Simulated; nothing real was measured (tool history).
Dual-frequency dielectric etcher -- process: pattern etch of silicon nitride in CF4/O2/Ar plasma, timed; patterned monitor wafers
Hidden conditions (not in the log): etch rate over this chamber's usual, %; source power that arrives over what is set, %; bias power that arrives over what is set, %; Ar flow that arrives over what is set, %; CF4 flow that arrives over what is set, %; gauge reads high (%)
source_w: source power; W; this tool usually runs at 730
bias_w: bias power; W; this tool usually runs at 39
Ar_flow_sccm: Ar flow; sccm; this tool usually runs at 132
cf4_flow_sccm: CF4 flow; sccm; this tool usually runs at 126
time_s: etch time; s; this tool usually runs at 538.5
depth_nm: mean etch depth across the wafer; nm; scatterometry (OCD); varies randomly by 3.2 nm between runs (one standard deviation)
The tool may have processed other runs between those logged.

run,hour,source_w,bias_w,Ar_flow_sccm,cf4_flow_sccm,time_s,wafers since the last listed run,hours since the last wet clean,hours since the last source power generator calibration,hours since the last bias power generator calibration,hours since the last Ar flow controller change,hours since the last CF4 flow controller change,hours since the last upper electrode change,hours since the gauge calibration,"read-back reference wafer on the same gauge, depth_nm",depth_nm
1,0,730,31,132,126,538.5,0,398.3,3866,4163.7,1503.8,3161.7,3649.7,290.7,1580.3,1213.4
# hour 5.2: bias power generator calibrated
2,8.9,730,39,132,126,538.5,14,407.2,3874.9,3.7,1512.7,3170.6,3658.6,299.6,1579.3,1352.8
3,20.8,730,39,132,126,538.5,35,419.1,3886.8,15.6,1524.6,3182.5,3670.5,311.5,1579.4,1353.3
4,32,730,39,141,145,538.5,33,430.3,3898,26.8,1535.8,3193.7,3681.7,322.7,1579.6,1364.8
# hour 69.5: upper electrode replaced
5,70,730,39,132,126,582.5,42,468.3,3936,64.8,1573.8,3231.7,0.5,360.7,1580.1,1466.3
6,70.4,640,39,157,126,657.5,1,468.7,3936.4,65.2,1574.2,3232.1,0.9,361.1,1579.9,1410.3
7,74.6,590,39,132,126,621,12,472.9,3940.6,69.4,1578.4,3236.3,5.1,365.3,1580.2,1241.8
# hour 96.3: CF4 flow controller replaced
# hour 99.9: wet clean of the chamber
8,100.4,730,39,132,126,406,48,0.5,3966.4,95.2,1604.2,4.1,30.9,391.1,1579.9,997.6
# hour 102.2: gauge calibrated
9,103.6,730,39,102,126,615.5,9,3.7,3969.6,98.4,1607.4,7.3,34.1,1.4,1580.6,1547.3
# hour 120.1: source power generator calibrated
10,120.6,730,44,132,126,399.5,39,20.7,0.5,115.4,1624.4,24.3,51.1,18.4,1579.2,1040.9
11,128.2,730,29,103,138,538.5,22,28.3,8.1,123,1632,31.9,58.7,26,1579,1194.7
# hour 138: Ar flow controller replaced
12,140.8,730,39,107,126,538.5,19,40.9,20.7,135.6,2.8,44.5,71.3,38.6,1580.3,1354.3
13,147.4,730,39,132,126,538.5,19,47.5,27.3,142.2,9.4,51.1,77.9,45.2,1579.3,1326.3
14,155.4,730,36,114,126,538.5,24,55.5,35.3,150.2,17.4,59.1,85.9,53.2,1580,1299.2
15,162.4,730,39,132,126,538.5,21,62.5,42.3,157.2,24.4,66.1,92.9,60.2,1579.8,1324.4
16,180.4,730,39,132,126,582.5,54,80.5,60.3,175.2,42.4,84.1,110.9,78.2,1579.8,1432.5
17,188.8,730,45,132,108,538.5,25,88.9,68.7,183.6,50.8,92.5,119.3,86.6,1579.9,1402.1

Expected results for the next run?
18,203.6,730,39,132,126,538.5,44,103.7,83.5,198.4,65.6,107.3,134.1,101.4,?,?

read-back reference wafer on the same gauge, depth_nm: 1579.9
depth_nm: 1334.4 nm
Had the tool carried no hidden state, the very same run would have given depth_nm 1323 nm.

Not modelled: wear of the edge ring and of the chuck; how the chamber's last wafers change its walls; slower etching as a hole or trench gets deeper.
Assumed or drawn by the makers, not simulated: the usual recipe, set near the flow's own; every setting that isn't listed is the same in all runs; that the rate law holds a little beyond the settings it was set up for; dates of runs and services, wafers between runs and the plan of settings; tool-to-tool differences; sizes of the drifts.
